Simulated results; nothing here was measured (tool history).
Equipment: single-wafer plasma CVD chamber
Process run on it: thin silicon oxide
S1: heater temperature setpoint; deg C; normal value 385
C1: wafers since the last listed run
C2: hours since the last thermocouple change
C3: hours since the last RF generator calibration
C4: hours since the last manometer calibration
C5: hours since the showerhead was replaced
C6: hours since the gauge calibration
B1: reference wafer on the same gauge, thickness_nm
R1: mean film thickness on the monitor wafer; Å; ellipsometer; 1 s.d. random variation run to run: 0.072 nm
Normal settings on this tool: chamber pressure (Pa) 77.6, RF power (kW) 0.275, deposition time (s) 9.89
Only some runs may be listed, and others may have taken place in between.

Run 1, hour 0: usual settings but chamber pressure (Pa) 90; C1 0; C2 452.9; C3 477.4; C4 2462.7; C5 7821.8; C6 408.6; B1 12.905. Result: R1 145.78 Å.
Run 2, hour 60.2: usual settings; C1 1668; C2 513.1; C3 537.6; C4 2522.9; C5 7882; C6 468.8; B1 12.906. Result: R1 129.78 Å.
At hour 109.6: showerhead replaced.
Run 3, hour 122.4: usual settings; C1 1501; C2 575.3; C3 599.8; C4 2585.1; C5 12.8; C6 531; B1 12.889. Result: R1 128.2 Å.
Run 4, hour 184.1: usual settings; C1 1709; C2 637; C3 661.5; C4 2646.8; C5 74.5; C6 592.7; B1 12.909. Result: R1 129.11 Å.
Run 5, hour 208.7: usual settings; C1 681; C2 661.6; C3 686.1; C4 2671.4; C5 99.1; C6 617.3; B1 12.905. Result: R1 128.36 Å.
Run 6, hour 253.5: usual settings; C1 1241; C2 706.4; C3 730.9; C4 2716.2; C5 143.9; C6 662.1; B1 12.926. Result: R1 130.39 Å.
Run 7, hour 289.4: usual settings; C1 994; C2 742.3; C3 766.8; C4 2752.1; C5 179.8; C6 698; B1 12.894. Result: R1 129.59 Å.
At hour 305.4: RF generator calibrated.
Run 8, hour 315.4: usual settings; C1 498; C2 768.3; C3 10; C4 2778.1; C5 205.8; C6 724; B1 12.885. Result: R1 129.76 Å.
At hour 359.2: capacitance manometer re-zeroed and calibrated.
Run 9, hour 359.7: usual settings; C1 1005; C2 812.6; C3 54.3; C4 0.5; C5 250.1; C6 768.3; B1 12.879. Result: R1 123.37 Å.
Run 10, hour 417.3: usual settings but deposition time (s) 8.17; C1 1596; C2 870.2; C3 111.9; C4 58.1; C5 307.7; C6 825.9; B1 12.908. Result: R1 101.9 Å.
At hour 422.7: gauge calibrated.
Run 11, hour 471.5: usual settings but deposition time (s) 8.4; C1 1501; C2 924.4; C3 166.1; C4 112.3; C5 361.9; C6 48.8; B1 12.888. Result: R1 104.89 Å.
Run 12, hour 528.5: usual settings; C1 1579; C2 981.4; C3 223.1; C4 169.3; C5 418.9; C6 105.8; B1 12.927. Result: R1 122.7 Å.
Run 13, hour 558.1: usual settings but chamber pressure (Pa) 90; C1 820; C2 1011; C3 252.7; C4 198.9; C5 448.5; C6 135.4; B1 12.89. Result: R1 139.86 Å.
At hour 573.2: thermocouple changed; heater temperature recalibrated.
Run 14, hour 626.6: usual settings but chamber pressure (Pa) 67.6, RF power (kW) 0.26; C1 1676; C2 53.4; C3 321.2; C4 267.4; C5 517; C6 203.9; B1 12.9. Result: R1 105.89 Å.
Run 15, hour 677.3: usual settings but RF power (kW) 0.255, deposition time (s) 11.51; C1 1404; C2 104.1; C3 371.9; C4 318.1; C5 567.7; C6 254.6; B1 12.928. Result: R1 138.81 Å.
Run 16, hour 702.3: usual settings; C1 692; C2 129.1; C3 396.9; C4 343.1; C5 592.7; C6 279.6; B1 12.898. Result: R1 123.51 Å.
Run 17, hour 727.6: usual settings; C1 701; C2 154.4; C3 422.2; C4 368.4; C5 618; C6 304.9; B1 12.891. Result: R1 123.04 Å.
Run 18, hour 756.4: usual settings but RF power (kW) 0.225, deposition time (s) 11.49; C1 798; C2 183.2; C3 451; C4 397.2; C5 646.8; C6 333.7; B1 12.897. Result: R1 128.52 Å.
Run 19, hour 786.3: usual settings but RF power (kW) 0.315; C1 828; C2 213.1; C3 480.9; C4 427.1; C5 676.7; C6 363.6; B1 12.892. Result: R1 132.27 Å.
Run 20, hour 834.3: usual settings but S1 391 deg C, RF power (kW) 0.245, deposition time (s) 9.3; C1 1330; C2 261.1; C3 528.9; C4 475.1; C5 724.7; C6 411.6; B1 12.913. Result: R1 108.9 Å.
Run 21, hour 906.7: usual settings but chamber pressure (Pa) 61.5; C1 2006; C2 333.5; C3 601.3; C4 547.5; C5 797.1; C6 484; B1 12.887. Result: R1 101.12 Å.
Run 22, hour 934: usual settings but S1 395 deg C, chamber pressure (Pa) 67.5, RF power (kW) 0.235, deposition time (s) 11.58; C1 756; C2 360.8; C3 628.6; C4 574.8; C5 824.4; C6 511.3; B1 12.881. Result: R1 116.82 Å.
Run 23, hour 968.4: usual settings but S1 372 deg C, chamber pressure (Pa) 93.3, RF power (kW) 0.295, deposition time (s) 8.27; C1 953; C2 395.2; C3 663; C4 609.2; C5 858.8; C6 545.7; B1 12.905. Result: R1 126.48 Å.
Run 24, hour 1012.5: usual settings but S1 399 deg C; C1 1222; C2 439.3; C3 707.1; C4 653.3; C5 902.9; C6 589.8; B1 12.912. Result: R1 122.11 Å.
Run 25, hour 1052: usual settings but S1 392 deg C, chamber pressure (Pa) 63.3, RF power (kW) 0.23, deposition time (s) 11.01; C1 1094; C2 478.8; C3 746.6; C4 692.8; C5 942.4; C6 629.3; B1 12.882. Result: R1 103.82 Å.
Run 26, hour 1106.2: usual settings but S1 379 deg C, chamber pressure (Pa) 59.5, RF power (kW) 0.33, deposition time (s) 11.59; C1 1501; C2 533; C3 800.8; C4 747; C5 996.6; C6 683.5; B1 12.913. Result: R1 124.95 Å.
Run 27, hour 1136: usual settings but S1 395 deg C, chamber pressure (Pa) 58.4, RF power (kW) 0.235, deposition time (s) 8.96; C1 825; C2 562.8; C3 830.6; C4 776.8; C5 1026.4; C6 713.3; B1 12.885. Result: R1 80.57 Å.
At hour 1158.2: RF generator calibrated.
Run 28, hour 1162.8: usual settings but S1 393 deg C, chamber pressure (Pa) 87.2, RF power (kW) 0.225; C1 520; C2 589.6; C3 4.6; C4 803.6; C5 1053.2; C6 740.1; B1 12.908. Result: R1 123.75 Å.

Exercise: give the hidden state of the tool at every run:
wafer temperature above the value expected at the setpoint (K): 0 across all the runs
delivered RF power above the setpoint (%): 0 across all the runs
gauge reads high (%): 0 across all the runs
H1: true pressure above the setpoint (%)
run     H1
  1   5.49
  2   5.79
  3   6.11
  4   6.43
  5   6.56
  6    6.8
  7      7
  8   7.14
  9  0.853
 10  0.856
 11  0.865
 12  0.881
 13  0.892
 14  0.924
 15  0.953
 16   0.97
 17  0.988
 18   1.01
 19   1.03
 20   1.08
 21   1.15
 22   1.18
 23   1.22
 24   1.28
 25   1.33
 26   1.41
 27   1.45
 28    1.5
